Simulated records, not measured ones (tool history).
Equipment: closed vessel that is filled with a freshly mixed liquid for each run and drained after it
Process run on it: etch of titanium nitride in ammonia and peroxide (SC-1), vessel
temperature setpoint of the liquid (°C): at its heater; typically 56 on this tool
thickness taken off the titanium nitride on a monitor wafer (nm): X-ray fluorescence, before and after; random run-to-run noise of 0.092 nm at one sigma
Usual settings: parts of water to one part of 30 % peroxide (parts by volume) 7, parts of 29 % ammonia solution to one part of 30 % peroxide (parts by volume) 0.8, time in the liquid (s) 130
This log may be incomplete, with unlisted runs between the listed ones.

run,hour,temperature setpoint of the liquid (°C),parts of water to one part of 30 % peroxide (parts by volume),parts of 29 % ammonia solution to one part of 30 % peroxide (parts by volume),time in the liquid (s),"read-back film thickness of the titanium nitride reference wafer, read on the same gauge (nm)",thickness taken off the titanium nitride on a monitor wafer (nm)
1,0,56,7,0.8,130,40.01,9.81
2,13.1,56,7,0.8,130,40.03,9.97
3,23.2,56,7,0.8,130,40.04,9.85
4,31.5,56,7,0.8,130,40,9.84
5,42.7,56,7,0.8,130,40.03,9.93
# hour 51.3: ammonia flow meter replaced
6,55.7,56,7,0.8,130,40.04,9.8
7,63.4,56,7,0.8,130,40.02,9.97
8,76.8,59,7,0.8,130,39.99,12.16
9,83.4,59,7,0.8,130,39.97,11.98
10,89.7,52.5,7,0.8,130,40.01,7.88
11,107.4,56,7,1.05,190,39.99,14.95
12,114.1,56,7,0.65,55,40.02,3.99
13,123.5,56,7,0.8,80,39.97,6.03
# hour 145.1: new drum of ammonia solution connected
# hour 152.5: gauge calibrated
14,171.5,56,10.5,1.15,130,40.02,8.49
15,178.9,56,5.5,0.8,130,39.99,11.1
16,191.6,56,7,0.8,130,40.01,9.88
17,205,53.5,7,0.8,130,39.99,8.37
18,211.1,56,7,0.8,130,40.04,9.72
19,221.9,56,7,0.8,130,40.03,9.9
20,228.9,56,7,1.1,130,39.99,10.41
# hour 234.2: thermometer replaced
21,244.7,56,7,0.8,65,40,4.98
22,258.8,56,7,0.8,130,40.03,9.84
23,272.9,56,7,0.55,130,40.01,9.27
24,287.5,56,7,0.8,130,39.99,9.96
25,300.6,61,8.5,0.4,165,40.02,14.11
26,306.7,63.5,10.5,0.8,55,40,5.54
27,313.7,53,9.5,0.5,105,40,5.06

Here are 5 independent what-if runs from the current tool condition. What would each one return?
A,314.4,56,7,0.8,130,?,?
B,314.4,64.5,5,0.45,130,?,?
C,314.4,56,7,0.8,160,?,?
D,314.4,56,5,0.8,130,?,?
E,314.4,56,7,0.8,70,?,?

run,"read-back film thickness of the titanium nitride reference wafer, read on the same gauge (nm)",thickness taken off the titanium nitride on a monitor wafer (nm)
A,40,10
B,40,18.73
C,40,12.31
D,40,11.67
E,40,5.38
The same runs, with their run-to-run variation unchanged, on a tool lacking any hidden condition would have given:
run,thickness taken off the titanium nitride on a monitor wafer (nm)
A,10
B,18.73
C,12.31
D,11.67
E,5.38
